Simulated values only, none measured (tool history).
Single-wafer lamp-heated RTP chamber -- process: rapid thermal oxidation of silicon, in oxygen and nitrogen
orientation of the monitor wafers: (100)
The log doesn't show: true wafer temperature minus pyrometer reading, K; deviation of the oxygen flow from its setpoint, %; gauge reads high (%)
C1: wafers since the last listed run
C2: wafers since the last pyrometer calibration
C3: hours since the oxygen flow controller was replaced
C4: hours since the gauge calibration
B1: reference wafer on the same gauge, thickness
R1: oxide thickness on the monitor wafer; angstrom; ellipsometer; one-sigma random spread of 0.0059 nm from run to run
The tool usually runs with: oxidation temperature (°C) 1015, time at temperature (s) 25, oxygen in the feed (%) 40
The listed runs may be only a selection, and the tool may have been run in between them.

run 1 day=0.000 | oxidation_temperature_(°C)=1015 time_at_temperature_(s)=25 oxygen_in_the_feed_(%)=26 | C1=0 C2=722 C3=2010.5 C4=483.8 | B1=3.831 | R1=31.96
run 2 day=2.071 | oxidation_temperature_(°C)=1015 time_at_temperature_(s)=25 oxygen_in_the_feed_(%)=26 | C1=545 C2=1267 C3=2060.2 C4=533.5 | B1=3.828 | R1=32.02
run 3 day=4.429 | oxidation_temperature_(°C)=1024 time_at_temperature_(s)=25 oxygen_in_the_feed_(%)=40 | C1=620 C2=1888 C3=2116.8 C4=590.1 | B1=3.833 | R1=38.00
run 4 day=5.825 | oxidation_temperature_(°C)=1024 time_at_temperature_(s)=25 oxygen_in_the_feed_(%)=40 | C1=367 C2=2255 C3=2150.3 C4=623.6 | B1=3.832 | R1=38.00
run 5 day=7.504 | oxidation_temperature_(°C)=1024 time_at_temperature_(s)=25 oxygen_in_the_feed_(%)=40 | C1=442 C2=2698 C3=2190.6 C4=663.9 | B1=3.831 | R1=38.11
run 6 day=9.096 | oxidation_temperature_(°C)=1015 time_at_temperature_(s)=25 oxygen_in_the_feed_(%)=40 | C1=419 C2=3117 C3=2228.8 C4=702.1 | B1=3.829 | R1=36.10
-- day=10.788 pyrometer window cleaned and pyrometer calibrated
run 7 day=10.808 | oxidation_temperature_(°C)=1015 time_at_temperature_(s)=25 oxygen_in_the_feed_(%)=40 | C1=363 C2=4 C3=2269.9 C4=743.2 | B1=3.829 | R1=35.47
run 8 day=12.133 | oxidation_temperature_(°C)=1036 time_at_temperature_(s)=25 oxygen_in_the_feed_(%)=40 | C1=348 C2=353 C3=2301.7 C4=775.0 | B1=3.832 | R1=40.27
run 9 day=15.188 | oxidation_temperature_(°C)=1036 time_at_temperature_(s)=25 oxygen_in_the_feed_(%)=40 | C1=804 C2=1157 C3=2375.0 C4=848.3 | B1=3.830 | R1=40.47
-- day=15.283 gauge calibrated
-- day=23.279 pyrometer window cleaned and pyrometer calibrated
run 10 day=23.362 | oxidation_temperature_(°C)=1036 time_at_temperature_(s)=25 oxygen_in_the_feed_(%)=40 | C1=2064 C2=22 C3=2571.2 C4=193.9 | B1=3.832 | R1=39.93
-- day=24.092 oxygen flow controller replaced
run 11 day=25.596 | oxidation_temperature_(°C)=1015 time_at_temperature_(s)=17 oxygen_in_the_feed_(%)=40 | C1=500 C2=522 C3=36.1 C4=247.5 | B1=3.829 | R1=31.81
run 12 day=32.762 | oxidation_temperature_(°C)=1015 time_at_temperature_(s)=17 oxygen_in_the_feed_(%)=40 | C1=1886 C2=2409 C3=208.1 C4=419.5 | B1=3.829 | R1=32.07
-- day=33.950 pyrometer window cleaned and pyrometer calibrated
run 13 day=35.554 | oxidation_temperature_(°C)=1015 time_at_temperature_(s)=17 oxygen_in_the_feed_(%)=40 | C1=647 C2=422 C3=275.1 C4=486.5 | B1=3.832 | R1=31.65
run 14 day=36.946 | oxidation_temperature_(°C)=988 time_at_temperature_(s)=25 oxygen_in_the_feed_(%)=32 | C1=366 C2=788 C3=308.5 C4=519.9 | B1=3.828 | R1=29.60
run 15 day=38.742 | oxidation_temperature_(°C)=1033 time_at_temperature_(s)=36 oxygen_in_the_feed_(%)=28 | C1=472 C2=1261 C3=351.6 C4=563.0 | B1=3.830 | R1=41.58
run 16 day=41.592 | oxidation_temperature_(°C)=1015 time_at_temperature_(s)=17 oxygen_in_the_feed_(%)=40 | C1=750 C2=2011 C3=420.0 C4=631.4 | B1=3.830 | R1=31.89
run 17 day=43.792 | oxidation_temperature_(°C)=1015 time_at_temperature_(s)=25 oxygen_in_the_feed_(%)=40 | C1=579 C2=2590 C3=472.8 C4=684.2 | B1=3.830 | R1=36.34
-- day=43.996 gauge calibrated
-- day=44.308 pyrometer window cleaned and pyrometer calibrated
run 18 day=45.550 | oxidation_temperature_(°C)=989 time_at_temperature_(s)=25 oxygen_in_the_feed_(%)=17 | C1=375 C2=327 C3=515.0 C4=37.3 | B1=3.831 | R1=26.57
run 19 day=46.583 | oxidation_temperature_(°C)=1015 time_at_temperature_(s)=35 oxygen_in_the_feed_(%)=28 | C1=272 C2=599 C3=539.8 C4=62.1 | B1=3.832 | R1=36.76
run 20 day=47.746 | oxidation_temperature_(°C)=1015 time_at_temperature_(s)=25 oxygen_in_the_feed_(%)=40 | C1=306 C2=905 C3=567.7 C4=90.0 | B1=3.828 | R1=36.03
run 21 day=49.829 | oxidation_temperature_(°C)=1004 time_at_temperature_(s)=37 oxygen_in_the_feed_(%)=68 | C1=548 C2=1454 C3=617.7 C4=140.0 | B1=3.829 | R1=46.16
run 22 day=51.683 | oxidation_temperature_(°C)=1015 time_at_temperature_(s)=25 oxygen_in_the_feed_(%)=17 | C1=488 C2=1942 C3=662.2 C4=184.5 | B1=3.830 | R1=29.42
run 23 day=53.050 | oxidation_temperature_(°C)=1042 time_at_temperature_(s)=36 oxygen_in_the_feed_(%)=40 | C1=359 C2=2302 C3=695.0 C4=217.3 | B1=3.830 | R1=49.56
-- day=55.317 pyrometer window cleaned and pyrometer calibrated
run 24 day=56.042 | oxidation_temperature_(°C)=1041 time_at_temperature_(s)=17 oxygen_in_the_feed_(%)=52 | C1=699 C2=190 C3=766.8 C4=289.1 | B1=3.833 | R1=39.22
run 25 day=58.012 | oxidation_temperature_(°C)=1015 time_at_temperature_(s)=25 oxygen_in_the_feed_(%)=40 | C1=518 C2=709 C3=814.1 C4=336.4 | B1=3.829 | R1=36.02
run 26 day=60.804 | oxidation_temperature_(°C)=1004 time_at_temperature_(s)=25 oxygen_in_the_feed_(%)=60 | C1=735 C2=1444 C3=881.1 C4=403.4 | B1=3.830 | R1=38.22

Here are 5 independent what-if runs from the current tool condition. What would each one return?
run A day=60.825 | oxidation_temperature_(°C)=1015 time_at_temperature_(s)=25 oxygen_in_the_feed_(%)=40 | C1=5 C2=1450 C3=881.6 C4=403.9 | B1=? | R1=?
run B day=60.825 | oxidation_temperature_(°C)=1015 time_at_temperature_(s)=25 oxygen_in_the_feed_(%)=55 | C1=5 C2=1450 C3=881.6 C4=403.9 | B1=? | R1=?
run C day=60.825 | oxidation_temperature_(°C)=1005 time_at_temperature_(s)=36 oxygen_in_the_feed_(%)=52 | C1=5 C2=1450 C3=881.6 C4=403.9 | B1=? | R1=?
run D day=60.825 | oxidation_temperature_(°C)=1015 time_at_temperature_(s)=25 oxygen_in_the_feed_(%)=27 | C1=5 C2=1450 C3=881.6 C4=403.9 | B1=? | R1=?
run E day=60.825 | oxidation_temperature_(°C)=1037 time_at_temperature_(s)=13 oxygen_in_the_feed_(%)=66 | C1=5 C2=1450 C3=881.6 C4=403.9 | B1=? | R1=?

run=A B1=3.829 R1=36.23
run=B B1=3.829 R1=39.83
run=C B1=3.829 R1=42.27
run=D B1=3.829 R1=32.63
run=E B1=3.829 R1=38.00
Take away the tool's hidden state, keep each run's random variation, and the runs would have read:
run=A R1=35.78
run=B R1=39.24
run=C R1=41.63
run=D R1=32.31
run=E R1=37.42
